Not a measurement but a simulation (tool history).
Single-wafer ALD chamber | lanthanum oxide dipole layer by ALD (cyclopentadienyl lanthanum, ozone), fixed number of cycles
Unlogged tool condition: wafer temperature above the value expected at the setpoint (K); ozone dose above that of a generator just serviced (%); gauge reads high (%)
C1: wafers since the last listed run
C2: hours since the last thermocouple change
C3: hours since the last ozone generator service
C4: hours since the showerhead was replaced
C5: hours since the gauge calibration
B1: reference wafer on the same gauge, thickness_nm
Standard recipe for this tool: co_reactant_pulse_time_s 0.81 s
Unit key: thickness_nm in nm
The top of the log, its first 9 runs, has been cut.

run 10 hour=576.4 | co_reactant_pulse_time_s=0.81 | C1=986 C2=2097.7 C3=675.5 C4=5610.5 C5=2011.5 | B1=0.33 | thickness_nm=0.406
run 11 hour=682.4 | co_reactant_pulse_time_s=0.81 | C1=1007 C2=2203.7 C3=781.5 C4=5716.5 C5=2117.5 | B1=0.33 | thickness_nm=0.405
run 12 hour=782.5 | co_reactant_pulse_time_s=0.65 | C1=951 C2=2303.8 C3=881.6 C4=5816.6 C5=2217.6 | B1=0.33 | thickness_nm=0.377
-- hour=796.9 gauge calibrated
run 13 hour=869.5 | co_reactant_pulse_time_s=0.81 | C1=826 C2=2390.8 C3=968.6 C4=5903.6 C5=72.6 | B1=0.33 | thickness_nm=0.404
run 14 hour=907.1 | co_reactant_pulse_time_s=1.03 | C1=357 C2=2428.4 C3=1006.2 C4=5941.2 C5=110.2 | B1=0.33 | thickness_nm=0.435
run 15 hour=979.3 | co_reactant_pulse_time_s=0.99 | C1=686 C2=2500.6 C3=1078.4 C4=6013.4 C5=182.4 | B1=0.33 | thickness_nm=0.429
-- hour=1174.2 thermocouple changed; heater temperature recalibrated
run 16 hour=1280.7 | co_reactant_pulse_time_s=0.97 | C1=2788 C2=106.5 C3=1379.8 C4=6314.8 C5=483.8 | B1=0.33 | thickness_nm=0.427
run 17 hour=1343.1 | co_reactant_pulse_time_s=0.81 | C1=593 C2=168.9 C3=1442.2 C4=6377.2 C5=546.2 | B1=0.33 | thickness_nm=0.403
run 18 hour=1441.6 | co_reactant_pulse_time_s=1.08 | C1=936 C2=267.4 C3=1540.7 C4=6475.7 C5=644.7 | B1=0.33 | thickness_nm=0.438
run 19 hour=1545.7 | co_reactant_pulse_time_s=1.12 | C1=989 C2=371.5 C3=1644.8 C4=6579.8 C5=748.8 | B1=0.33 | thickness_nm=0.442
run 20 hour=1614.6 | co_reactant_pulse_time_s=0.61 | C1=654 C2=440.4 C3=1713.7 C4=6648.7 C5=817.7 | B1=0.33 | thickness_nm=0.366
run 21 hour=1699.3 | co_reactant_pulse_time_s=0.97 | C1=805 C2=525.1 C3=1798.4 C4=6733.4 C5=902.4 | B1=0.33 | thickness_nm=0.426
run 22 hour=1784.3 | co_reactant_pulse_time_s=0.92 | C1=807 C2=610.1 C3=1883.4 C4=6818.4 C5=987.4 | B1=0.33 | thickness_nm=0.418
-- hour=1831.2 showerhead replaced
run 23 hour=1847.6 | co_reactant_pulse_time_s=1.04 | C1=525 C2=673.4 C3=1946.7 C4=16.4 C5=1050.7 | B1=0.33 | thickness_nm=0.433
run 24 hour=1906.7 | co_reactant_pulse_time_s=0.62 | C1=561 C2=732.5 C3=2005.8 C4=75.5 C5=1109.8 | B1=0.33 | thickness_nm=0.366
-- hour=1916.3 ozone generator serviced
run 25 hour=1998.7 | co_reactant_pulse_time_s=0.5 | C1=798 C2=824.5 C3=82.4 C4=167.5 C5=1201.8 | B1=0.33 | thickness_nm=0.348

Run 26 is up next; what results do you expect?
run 26 hour=2122.8 | co_reactant_pulse_time_s=0.81 | C1=1179 C2=948.6 C3=206.5 C4=291.6 C5=1325.9 | B1=? | thickness_nm=?

Run 26 came out at B1 0.33, thickness_nm 0.409 nm.
Take away the tool's hidden state, keep the run-to-run variation as it was, and the same run would have given thickness_nm 0.41 nm.
